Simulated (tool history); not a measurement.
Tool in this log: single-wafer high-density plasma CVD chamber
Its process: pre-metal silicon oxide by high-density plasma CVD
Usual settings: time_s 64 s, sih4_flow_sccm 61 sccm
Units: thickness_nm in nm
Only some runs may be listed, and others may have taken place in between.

run,hour,time_s,sih4_flow_sccm,"read-back reference wafer on the same gauge, thickness_nm",thickness_nm
1,0,64,61,372.148,389.126
2,71.1,64,61,372.898,389.097
3,134.8,64,61,372.629,393.821
4,303.5,64,61,373.571,389.563
5,357.9,64,57,372.237,362.942
6,383.4,64,61,373.138,388.131
7,450.5,64,61,373.391,387.544
8,500.7,71.6,52,373.828,370.295
9,557.9,71.6,52,372.926,369.053
# hour 611: gauge calibrated
10,614.2,71.6,52,372.441,368.91
11,667.4,64,61,372.773,384.045
12,727.8,64,61,373.196,386.343
13,790.4,64,61,372.683,384.139
14,823.9,52.8,57,372.79,294.222
15,890.6,73.5,61,373.227,440.797
# hour 953.6: silane flow controller replaced
16,954.1,67.8,67,372.69,473.527
17,972.5,57.3,61,373.106,362.596
18,1043.6,72.2,61,373.379,457.638
19,1074.8,60.4,61,372.969,382.947
20,1108.8,72.4,64,372.478,484.043
21,1164.8,72.8,50,372.347,377.519
22,1190.8,69.7,68,372.839,493.003
23,1218.3,72.2,61,373.387,459.62
24,1281.2,64,49,373.224,325.622
25,1314.7,51.8,52,373.153,280.046
26,1376.1,64,61,373.796,404.628

What was the tool's hidden state at every run in the log?
gauge reads high (%): 0, the same for each run
H1: delivered silane flow above the setpoint (%)
run,H1
1,-3.53
2,-3.68
3,-3.82
4,-4.21
5,-4.33
6,-4.39
7,-4.56
8,-4.68
9,-4.82
10,-4.96
11,-5.1
12,-5.25
13,-5.42
14,-5.51
15,-5.69
16,0.105
17,0.105
18,0.102
19,0.0996
20,0.0965
21,0.0895
22,0.0855
23,0.0808
24,0.0681
25,0.0603
26,0.0439
